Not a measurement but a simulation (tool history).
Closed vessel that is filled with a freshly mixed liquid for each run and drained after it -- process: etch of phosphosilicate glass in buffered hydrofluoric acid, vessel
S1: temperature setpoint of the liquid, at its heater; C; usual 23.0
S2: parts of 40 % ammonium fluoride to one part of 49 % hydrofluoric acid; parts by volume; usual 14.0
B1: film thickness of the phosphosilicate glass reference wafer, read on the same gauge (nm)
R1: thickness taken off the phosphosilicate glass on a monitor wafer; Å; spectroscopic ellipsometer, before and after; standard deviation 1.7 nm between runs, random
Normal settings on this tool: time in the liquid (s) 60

run 1 hour=0.0 | S1=23.0 S2=14.0 time_in_the_liquid_(s)=35 | B1=139.96 | R1=1707.2
run 2 hour=29.4 | S1=23.0 S2=14.0 time_in_the_liquid_(s)=60 | B1=140.06 | R1=2980.2
run 3 hour=84.6 | S1=23.0 S2=14.0 time_in_the_liquid_(s)=60 | B1=140.02 | R1=2989.5
run 4 hour=110.1 | S1=23.0 S2=14.0 time_in_the_liquid_(s)=60 | B1=139.96 | R1=2975.4
run 5 hour=135.4 | S1=23.0 S2=14.0 time_in_the_liquid_(s)=60 | B1=139.98 | R1=2990.5
run 6 hour=185.8 | S1=23.0 S2=11.0 time_in_the_liquid_(s)=85 | B1=139.97 | R1=5364.9
run 7 hour=216.8 | S1=23.0 S2=11.0 time_in_the_liquid_(s)=85 | B1=140.04 | R1=5383.8
-- hour=218.7 thermometer replaced
run 8 hour=358.1 | S1=23.0 S2=11.0 time_in_the_liquid_(s)=85 | B1=140.03 | R1=5637.8
run 9 hour=387.0 | S1=23.0 S2=16.5 time_in_the_liquid_(s)=60 | B1=140.02 | R1=2642.2
-- hour=442.2 thermometer replaced, repeated, since the last time left the tool worse
run 10 hour=443.5 | S1=23.0 S2=12.5 time_in_the_liquid_(s)=60 | B1=139.99 | R1=3213.3
run 11 hour=507.7 | S1=23.0 S2=12.5 time_in_the_liquid_(s)=60 | B1=139.97 | R1=3178.7
run 12 hour=569.9 | S1=23.0 S2=12.5 time_in_the_liquid_(s)=60 | B1=139.99 | R1=3219.9
-- hour=583.2 hydrofluoric acid flow meter replaced
-- hour=589.5 gauge calibrated
run 13 hour=601.6 | S1=23.0 S2=14.0 time_in_the_liquid_(s)=60 | B1=139.98 | R1=2885.0
run 14 hour=662.5 | S1=23.0 S2=14.0 time_in_the_liquid_(s)=60 | B1=139.97 | R1=2884.3
run 15 hour=688.1 | S1=23.0 S2=14.0 time_in_the_liquid_(s)=60 | B1=140.01 | R1=2884.5
run 16 hour=736.2 | S1=19.0 S2=15.5 time_in_the_liquid_(s)=45 | B1=140.00 | R1=1577.3
run 17 hour=775.2 | S1=21.5 S2=14.0 time_in_the_liquid_(s)=60 | B1=140.02 | R1=2689.7
run 18 hour=832.1 | S1=27.5 S2=14.0 time_in_the_liquid_(s)=60 | B1=140.02 | R1=3708.4
run 19 hour=899.5 | S1=21.0 S2=19.0 time_in_the_liquid_(s)=70 | B1=140.01 | R1=2280.7
run 20 hour=935.9 | S1=23.0 S2=14.0 time_in_the_liquid_(s)=85 | B1=140.01 | R1=4158.8
run 21 hour=962.9 | S1=23.0 S2=19.5 time_in_the_liquid_(s)=30 | B1=139.99 | R1=1054.9
run 22 hour=1000.5 | S1=23.0 S2=14.0 time_in_the_liquid_(s)=30 | B1=139.99 | R1=1462.9
run 23 hour=1070.4 | S1=23.0 S2=14.0 time_in_the_liquid_(s)=60 | B1=140.00 | R1=2938.7
run 24 hour=1113.2 | S1=27.0 S2=14.0 time_in_the_liquid_(s)=60 | B1=140.00 | R1=3690.0
run 25 hour=1173.0 | S1=23.0 S2=14.0 time_in_the_liquid_(s)=60 | B1=140.04 | R1=2979.9
run 26 hour=1201.4 | S1=23.0 S2=14.0 time_in_the_liquid_(s)=60 | B1=139.99 | R1=2959.9
-- hour=1243.0 thermometer replaced
run 27 hour=1271.2 | S1=23.0 S2=14.0 time_in_the_liquid_(s)=60 | B1=140.00 | R1=2828.9
run 28 hour=1307.3 | S1=24.5 S2=18.0 time_in_the_liquid_(s)=60 | B1=140.03 | R1=2405.9
run 29 hour=1357.2 | S1=21.5 S2=15.5 time_in_the_liquid_(s)=50 | B1=140.02 | R1=1973.1
run 30 hour=1460.6 | S1=23.0 S2=14.0 time_in_the_liquid_(s)=40 | B1=139.98 | R1=1922.6
run 31 hour=1510.7 | S1=27.0 S2=17.0 time_in_the_liquid_(s)=30 | B1=139.99 | R1=1478.9

Below, some changes in R1 between adjacent runs. For each, the amount present without the hidden state too (settings, incoming material, random variation) and the amount remaining for the hidden state with gauge scatter not shared by both compared results:
Hidden state at play: liquid hotter than its thermometer reads (K); hydrofluoric acid flow above the setpoint (%); gauge reads high (%).
Run 5 -> 6: S2 14.0 -> 11.0, time in the liquid (s) 60 -> 85. R1 +2374.4 Å: hidden state +123.3, all else +2251.1.
Run 7 -> 8: thermometer replaced. R1 +254.0 Å: hidden state +227.0, all else +27.0.
Run 8 -> 9: S2 11.0 -> 16.5, time in the liquid (s) 85 -> 60. R1 -2995.6 Å: hidden state -258.1, all else -2737.5.
Run 9 -> 10: S2 16.5 -> 12.5, thermometer replaced, repeated, since the last time left the tool worse. R1 +571.1 Å: hidden state -227.2, all else +798.3.
Run 20 -> 21: S2 14.0 -> 19.5, time in the liquid (s) 85 -> 30. R1 -3103.9 Å: hidden state -95.4, all else -3008.5.
